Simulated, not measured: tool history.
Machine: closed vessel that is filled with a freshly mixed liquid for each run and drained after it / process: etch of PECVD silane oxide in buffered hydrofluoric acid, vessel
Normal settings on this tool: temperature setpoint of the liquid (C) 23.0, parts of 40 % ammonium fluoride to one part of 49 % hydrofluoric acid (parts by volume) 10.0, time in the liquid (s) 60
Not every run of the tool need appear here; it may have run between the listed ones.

run   hour  temperature setpoint of the liquid (C)  parts of 40 % ammonium fluoride to one part of 49 % hydrofluoric acid (parts by volume)  time in the liquid (s)  read-back film thickness of the PECVD silane oxide reference wafer, read on the same gauge (nm)  thickness taken off the PECVD silane oxide on a monitor wafer (Å)
  1    0.0                                    23.0                                                                                     10.0                      60                                                                                           110.01                                                             1751.8
  2   26.0                                    23.0                                                                                     10.0                      60                                                                                           110.02                                                             1749.4
  3   58.6                                    23.0                                                                                     10.0                      60                                                                                           110.01                                                             1755.8
  4  109.2                                    23.0                                                                                     10.0                      60                                                                                           109.99                                                             1755.1
  5  133.5                                    23.0                                                                                     10.0                      60                                                                                           109.96                                                             1754.4
  6  165.2                                    23.0                                                                                     10.0                      60                                                                                           110.01                                                             1738.7
  7  189.8                                    23.0                                                                                     10.0                      60                                                                                           109.99                                                             1751.3
     200.1  -- thermometer replaced
  8  207.3                                    23.0                                                                                     10.0                      60                                                                                           109.99                                                             1738.2
  9  224.0                                    23.0                                                                                     10.0                      60                                                                                           110.01                                                             1744.6
 10  248.3                                    23.0                                                                                     10.0                      60                                                                                           110.00                                                             1745.7
 11  283.0                                    23.0                                                                                     10.0                      60                                                                                           109.98                                                             1748.8
 12  308.5                                    23.0                                                                                     10.0                      60                                                                                           110.00                                                             1752.3
     312.5  -- hydrofluoric acid flow meter replaced
 13  343.0                                    23.0                                                                                      7.5                      60                                                                                           109.99                                                             2271.1
 14  368.1                                    23.0                                                                                      7.5                      60                                                                                           109.99                                                             2288.5
 15  382.2                                    23.0                                                                                     10.0                      95                                                                                           110.01                                                             2786.7
 16  398.1                                    21.5                                                                                     10.0                      60                                                                                           109.99                                                             1603.2
 17  421.8                                    23.0                                                                                     10.0                      60                                                                                           110.00                                                             1759.5
     448.2  -- gauge calibrated
 18  451.0                                    25.0                                                                                      7.5                      35                                                                                           110.01                                                             1485.6
 19  466.3                                    23.0                                                                                     10.0                      95                                                                                           110.02                                                             2762.8
 20  495.6                                    23.0                                                                                     10.0                      95                                                                                           109.98                                                             2771.0
 21  525.7                                    24.5                                                                                     13.0                      35                                                                                           110.01                                                              861.1
 22  542.2                                    23.0                                                                                     10.0                      60                                                                                           110.00                                                             1739.7
 23  573.4                                    23.0                                                                                     10.0                      60                                                                                           109.98                                                             1752.3
 24  591.1                                    27.0                                                                                     13.5                      60                                                                                           110.00                                                             1614.2
 25  607.2                                    19.5                                                                                      7.0                      95                                                                                           110.01                                                             3208.7
 26  622.7                                    23.0                                                                                     10.0                      45                                                                                           109.99                                                             1309.9
 27  653.0                                    19.5                                                                                      7.5                      70                                                                                           109.99                                                             2198.5
 28  688.8                                    20.0                                                                                     10.0                      60                                                                                           109.99                                                             1477.3
 29  702.5                                    19.0                                                                                      8.0                      90                                                                                           110.01                                                             2566.0
 30  719.2                                    21.5                                                                                     10.0                      70                                                                                           110.02                                                             1899.6
 31  746.2                                    23.0                                                                                      7.5                      60                                                                                           110.00                                                             2286.1
 32  760.9                                    27.5                                                                                     12.0                      30                                                                                           109.98                                                              938.0

Here are 5 independent what-if runs from the current tool condition. What would each one return?
  A  761.6                                    23.0                                                                                     10.0                      60                                                                                                ?                                                                  ?
  B  761.6                                    24.5                                                                                      8.0                      60                                                                                                ?                                                                  ?
  C  761.6                                    25.0                                                                                     10.0                      70                                                                                                ?                                                                  ?
  D  761.6                                    26.0                                                                                     13.5                      30                                                                                                ?                                                                  ?
  E  761.6                                    25.5                                                                                      7.0                      80                                                                                                ?                                                                  ?

run  read-back film thickness of the PECVD silane oxide reference wafer, read on the same gauge (nm)  thickness taken off the PECVD silane oxide on a monitor wafer (Å)
  A                                                                                           110.02                                                             1753.7
  B                                                                                           110.02                                                             2310.9
  C                                                                                           110.02                                                             2281.7
  D                                                                                           110.02                                                              770.1
  E                                                                                           110.02                                                             3757.0
The same runs, with their run-to-run variation unchanged, on a tool lacking any hidden condition would have given:
run  thickness taken off the PECVD silane oxide on a monitor wafer (Å)
  A                                                             1753.7
  B                                                             2310.9
  C                                                             2281.7
  D                                                              770.1
  E                                                             3757.0
